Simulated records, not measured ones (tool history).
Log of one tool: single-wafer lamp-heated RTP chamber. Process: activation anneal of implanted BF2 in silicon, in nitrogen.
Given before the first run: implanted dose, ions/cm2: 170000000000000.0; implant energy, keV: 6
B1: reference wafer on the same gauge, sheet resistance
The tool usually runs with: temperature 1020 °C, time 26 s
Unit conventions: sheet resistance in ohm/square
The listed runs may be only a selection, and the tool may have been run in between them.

run 1 hour=0 | temperature=1042 time=22 | B1=786.72 | sheet_resistance=665.59
run 2 hour=21.6 | temperature=1020 time=26 | B1=786.84 | sheet_resistance=685.14
run 3 hour=37.3 | temperature=1020 time=26 | B1=787.01 | sheet_resistance=679.69
run 4 hour=52.2 | temperature=1020 time=26 | B1=788.59 | sheet_resistance=680.49
run 5 hour=85.9 | temperature=1020 time=26 | B1=789.89 | sheet_resistance=680.54
run 6 hour=103.6 | temperature=1020 time=26 | B1=788.89 | sheet_resistance=679.3
run 7 hour=121.9 | temperature=1029 time=26 | B1=791.25 | sheet_resistance=672.6
run 8 hour=148.2 | temperature=1043 time=26 | B1=790.59 | sheet_resistance=661.89
run 9 hour=175.4 | temperature=1043 time=26 | B1=791.07 | sheet_resistance=665.74
run 10 hour=210.4 | temperature=1013 time=26 | B1=791.93 | sheet_resistance=693.63
run 11 hour=242.9 | temperature=1013 time=26 | B1=793.76 | sheet_resistance=691.94
run 12 hour=276.6 | temperature=1020 time=26 | B1=794.02 | sheet_resistance=682.3
run 13 hour=305.8 | temperature=1040 time=26 | B1=795.83 | sheet_resistance=671.23
run 14 hour=334.9 | temperature=1040 time=26 | B1=796.81 | sheet_resistance=670.93
run 15 hour=350.6 | temperature=996 time=34 | B1=797.22 | sheet_resistance=704.9
run 16 hour=391.1 | temperature=1045 time=18 | B1=799.45 | sheet_resistance=678.31
-- hour=399.9 pyrometer window cleaned and pyrometer calibrated
-- hour=410.3 gauge calibrated
run 17 hour=411.6 | temperature=1020 time=26 | B1=781.82 | sheet_resistance=677.38
run 18 hour=423.8 | temperature=1038 time=32 | B1=782.23 | sheet_resistance=655.8
run 19 hour=458.9 | temperature=1020 time=38 | B1=783.7 | sheet_resistance=662.81
-- hour=487.5 reflector plate cleaned
run 20 hour=492.2 | temperature=1020 time=26 | B1=783.85 | sheet_resistance=676.72
run 21 hour=521.1 | temperature=1020 time=34 | B1=785.79 | sheet_resistance=661.85
run 22 hour=543.8 | temperature=1040 time=26 | B1=787.47 | sheet_resistance=658.9
run 23 hour=567 | temperature=998 time=36 | B1=788.19 | sheet_resistance=695.39
run 24 hour=592.6 | temperature=1037 time=19 | B1=787.47 | sheet_resistance=676.1
run 25 hour=628.3 | temperature=1033 time=33 | B1=788.44 | sheet_resistance=652.89
run 26 hour=647.8 | temperature=1020 time=42 | B1=789.64 | sheet_resistance=665.34
run 27 hour=660.9 | temperature=1011 time=26 | B1=788.69 | sheet_resistance=691.25
run 28 hour=693.2 | temperature=1020 time=26 | B1=790.72 | sheet_resistance=681.44

Run-by-run hidden state of the tool:
true wafer temperature minus pyrometer reading, K: 0 across all the runs
wafer temperature error from the tarnished reflector plate, K: 0 across all the runs
H1: gauge reads high (%)
run=1 H1=0.971
run=2 H1=1.06
run=3 H1=1.12
run=4 H1=1.18
run=5 H1=1.31
run=6 H1=1.39
run=7 H1=1.46
run=8 H1=1.56
run=9 H1=1.67
run=10 H1=1.81
run=11 H1=1.94
run=12 H1=2.08
run=13 H1=2.19
run=14 H1=2.31
run=15 H1=2.37
run=16 H1=2.54
run=17 H1=0.36
run=18 H1=0.409
run=19 H1=0.549
run=20 H1=0.682
run=21 H1=0.798
run=22 H1=0.889
run=23 H1=0.981
run=24 H1=1.08
run=25 H1=1.23
run=26 H1=1.3
run=27 H1=1.36
run=28 H1=1.49

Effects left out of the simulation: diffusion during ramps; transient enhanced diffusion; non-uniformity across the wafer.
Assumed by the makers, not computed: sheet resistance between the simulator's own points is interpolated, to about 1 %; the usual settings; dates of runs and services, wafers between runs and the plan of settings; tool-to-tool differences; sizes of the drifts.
